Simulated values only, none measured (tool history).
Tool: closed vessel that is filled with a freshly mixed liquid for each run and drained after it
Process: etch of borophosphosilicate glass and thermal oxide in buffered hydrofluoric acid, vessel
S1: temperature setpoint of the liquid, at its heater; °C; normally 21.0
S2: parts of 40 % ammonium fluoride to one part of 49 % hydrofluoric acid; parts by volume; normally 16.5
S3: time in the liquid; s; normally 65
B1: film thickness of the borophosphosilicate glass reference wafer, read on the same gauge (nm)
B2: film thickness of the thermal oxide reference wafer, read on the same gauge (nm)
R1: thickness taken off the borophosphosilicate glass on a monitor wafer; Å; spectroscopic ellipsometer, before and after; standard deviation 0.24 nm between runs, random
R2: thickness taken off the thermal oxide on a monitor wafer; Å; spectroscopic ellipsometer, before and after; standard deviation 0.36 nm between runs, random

{"run": 1, "day": 0.0, "S1": 21.0, "S2": 16.5, "S3": 65, "B1": 80.03, "B2": 129.99, "R1": 611.4, "R2": 449.3}
{"day": 3.604, "done": "hydrofluoric acid flow meter replaced"}
{"run": 2, "day": 7.471, "S1": 21.0, "S2": 16.5, "S3": 65, "B1": 79.97, "B2": 130.01, "R1": 602.2, "R2": 440.7}
{"run": 3, "day": 9.7, "S1": 18.5, "S2": 16.5, "S3": 35, "B1": 80.01, "B2": 130.0, "R1": 281.4, "R2": 203.0}
{"day": 12.85, "done": "thermometer replaced"}
{"day": 13.146, "done": "gauge calibrated"}
{"run": 4, "day": 15.062, "S1": 18.5, "S2": 16.5, "S3": 35, "B1": 79.97, "B2": 129.95, "R1": 277.4, "R2": 202.4}
{"run": 5, "day": 16.9, "S1": 21.0, "S2": 16.5, "S3": 65, "B1": 80.01, "B2": 130.01, "R1": 591.4, "R2": 429.6}
{"run": 6, "day": 18.488, "S1": 19.0, "S2": 16.5, "S3": 65, "B1": 80.03, "B2": 129.99, "R1": 532.6, "R2": 387.2}
{"run": 7, "day": 21.271, "S1": 21.0, "S2": 16.5, "S3": 65, "B1": 80.0, "B2": 129.98, "R1": 600.3, "R2": 442.6}
{"run": 8, "day": 23.471, "S1": 24.5, "S2": 16.5, "S3": 65, "B1": 79.98, "B2": 129.98, "R1": 717.6, "R2": 530.1}
{"day": 25.067, "done": "hydrofluoric acid flow meter replaced"}
{"run": 9, "day": 25.533, "S1": 21.0, "S2": 12.0, "S3": 65, "B1": 80.0, "B2": 130.0, "R1": 797.4, "R2": 573.9}
{"run": 10, "day": 27.208, "S1": 21.0, "S2": 12.5, "S3": 30, "B1": 80.0, "B2": 130.06, "R1": 357.0, "R2": 263.3}
{"run": 11, "day": 29.121, "S1": 21.0, "S2": 16.5, "S3": 65, "B1": 80.02, "B2": 129.99, "R1": 591.6, "R2": 422.4}
{"run": 12, "day": 30.6, "S1": 21.0, "S2": 16.5, "S3": 65, "B1": 79.97, "B2": 130.02, "R1": 588.0, "R2": 436.1}
{"run": 13, "day": 32.325, "S1": 21.0, "S2": 11.0, "S3": 50, "B1": 79.99, "B2": 129.98, "R1": 681.8, "R2": 491.3}
{"run": 14, "day": 35.146, "S1": 21.0, "S2": 16.5, "S3": 65, "B1": 80.02, "B2": 129.98, "R1": 591.7, "R2": 434.3}
{"run": 15, "day": 37.129, "S1": 17.0, "S2": 19.0, "S3": 95, "B1": 80.01, "B2": 130.01, "R1": 603.0, "R2": 439.7}
{"run": 16, "day": 38.233, "S1": 22.5, "S2": 22.0, "S3": 35, "B1": 80.03, "B2": 130.02, "R1": 266.5, "R2": 197.4}
{"run": 17, "day": 40.271, "S1": 17.0, "S2": 16.5, "S3": 65, "B1": 80.0, "B2": 129.98, "R1": 480.5, "R2": 352.6}
{"run": 18, "day": 41.379, "S1": 21.0, "S2": 16.5, "S3": 65, "B1": 80.02, "B2": 129.96, "R1": 603.9, "R2": 435.9}
{"run": 19, "day": 43.779, "S1": 21.0, "S2": 16.5, "S3": 85, "B1": 80.01, "B2": 130.0, "R1": 792.6, "R2": 577.2}
{"run": 20, "day": 46.238, "S1": 21.0, "S2": 16.5, "S3": 45, "B1": 80.0, "B2": 129.98, "R1": 419.9, "R2": 306.4}
{"run": 21, "day": 48.029, "S1": 21.0, "S2": 16.5, "S3": 35, "B1": 79.98, "B2": 130.03, "R1": 328.1, "R2": 235.9}
{"run": 22, "day": 50.388, "S1": 23.0, "S2": 18.5, "S3": 50, "B1": 79.96, "B2": 130.0, "R1": 469.4, "R2": 338.0}
{"day": 50.475, "done": "hydrofluoric acid flow meter replaced"}
{"run": 23, "day": 53.096, "S1": 18.0, "S2": 11.5, "S3": 65, "B1": 79.96, "B2": 129.97, "R1": 714.3, "R2": 524.0}
{"run": 24, "day": 54.296, "S1": 21.0, "S2": 16.5, "S3": 65, "B1": 80.0, "B2": 129.98, "R1": 590.3, "R2": 430.1}
{"run": 25, "day": 56.0, "S1": 21.0, "S2": 22.0, "S3": 65, "B1": 80.01, "B2": 129.99, "R1": 463.7, "R2": 337.1}

Here are 4 independent what-if runs from the current tool condition. What would each one return?
{"run": "A", "day": 56.029, "S1": 21.0, "S2": 16.5, "S3": 65, "B1": "?", "B2": "?", "R1": "?", "R2": "?"}
{"run": "B", "day": 56.029, "S1": 21.0, "S2": 21.5, "S3": 65, "B1": "?", "B2": "?", "R1": "?", "R2": "?"}
{"run": "C", "day": 56.029, "S1": 18.5, "S2": 14.5, "S3": 80, "B1": "?", "B2": "?", "R1": "?", "R2": "?"}
{"run": "D", "day": 56.029, "S1": 24.0, "S2": 16.5, "S3": 50, "B1": "?", "B2": "?", "R1": "?", "R2": "?"}

run=A B1=79.97 B2=129.99 R1=588.9 R2=438.2
run=B B1=79.97 B2=129.99 R1=461.8 R2=343.9
run=C B1=79.97 B2=129.99 R1=717.1 R2=532.4
run=D B1=79.97 B2=129.99 R1=533.4 R2=397.5
With no hidden state in the tool, these same runs would have given:
run=A R1=568.4 R2=422.8
run=B R1=446.8 R2=332.7
run=C R1=691.9 R2=513.5
run=D R1=515.1 R2=383.8

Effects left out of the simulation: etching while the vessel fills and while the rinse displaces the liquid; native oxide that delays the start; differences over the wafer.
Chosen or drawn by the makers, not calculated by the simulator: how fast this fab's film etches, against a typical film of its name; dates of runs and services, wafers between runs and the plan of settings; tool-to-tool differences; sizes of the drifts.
